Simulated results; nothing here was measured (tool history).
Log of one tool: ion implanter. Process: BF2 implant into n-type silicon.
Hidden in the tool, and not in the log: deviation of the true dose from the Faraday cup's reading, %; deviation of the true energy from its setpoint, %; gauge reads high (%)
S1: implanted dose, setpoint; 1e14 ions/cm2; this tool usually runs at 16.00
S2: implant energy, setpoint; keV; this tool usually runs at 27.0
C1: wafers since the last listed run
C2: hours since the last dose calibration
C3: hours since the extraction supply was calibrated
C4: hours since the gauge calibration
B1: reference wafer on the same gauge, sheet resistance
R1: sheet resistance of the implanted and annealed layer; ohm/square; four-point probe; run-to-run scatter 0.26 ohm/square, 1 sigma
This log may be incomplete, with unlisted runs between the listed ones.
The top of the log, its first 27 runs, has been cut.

run    hour     S1    S2    C1      C2      C3      C4      B1      R1
 28  1957.7  16.00  20.0  1013  1785.1  1118.1   972.7  147.01  140.61
 29  2019.4  16.00  27.0  1321  1846.8  1179.8  1034.4  146.92  123.62
     2054.7  -- Faraday cup replaced and dose calibrated
 30  2092.1  14.80  34.5  1385    37.4  1252.5  1107.1  146.97  112.11
 31  2132.4  11.53  29.5   863    77.7  1292.8  1147.4  146.96  129.14
 32  2183.6  19.81  19.0  1096   128.9  1344.0  1198.6  146.93  140.46
 33  2241.6  12.56  23.5  1242   186.9  1402.0  1256.6  146.97  137.63
 34  2318.9  13.89  20.5  1655   264.2  1479.3  1333.9  147.02  142.56
 35  2417.9  16.00  34.5  2120   363.2  1578.3  1432.9  146.97  110.59
 36  2572.6  16.00  27.0  3313   517.9  1733.0  1587.6  146.97  123.25

Branching from run 36: 5 alternative next runs. What would each branch give?
  A  2573.0  16.00  27.0   8  518.3  1733.4  1588.0   ?   ?
  B  2573.0  20.78  35.0   8  518.3  1733.4  1588.0   ?   ?
  C  2573.0  16.00  20.5   8  518.3  1733.4  1588.0   ?   ?
  D  2573.0  20.12  20.0   8  518.3  1733.4  1588.0   ?   ?
  E  2573.0  18.05  23.0   8  518.3  1733.4  1588.0   ?   ?

run      B1      R1
  A  146.97  123.44
  B  146.97  105.86
  C  146.97  139.31
  D  146.97  137.48
  E  146.97  130.65
With the hidden condition removed and each run's random variation left untouched, the same runs would have given:
run      R1
  A  123.46
  B  105.89
  C  139.33
  D  137.50
  E  130.67
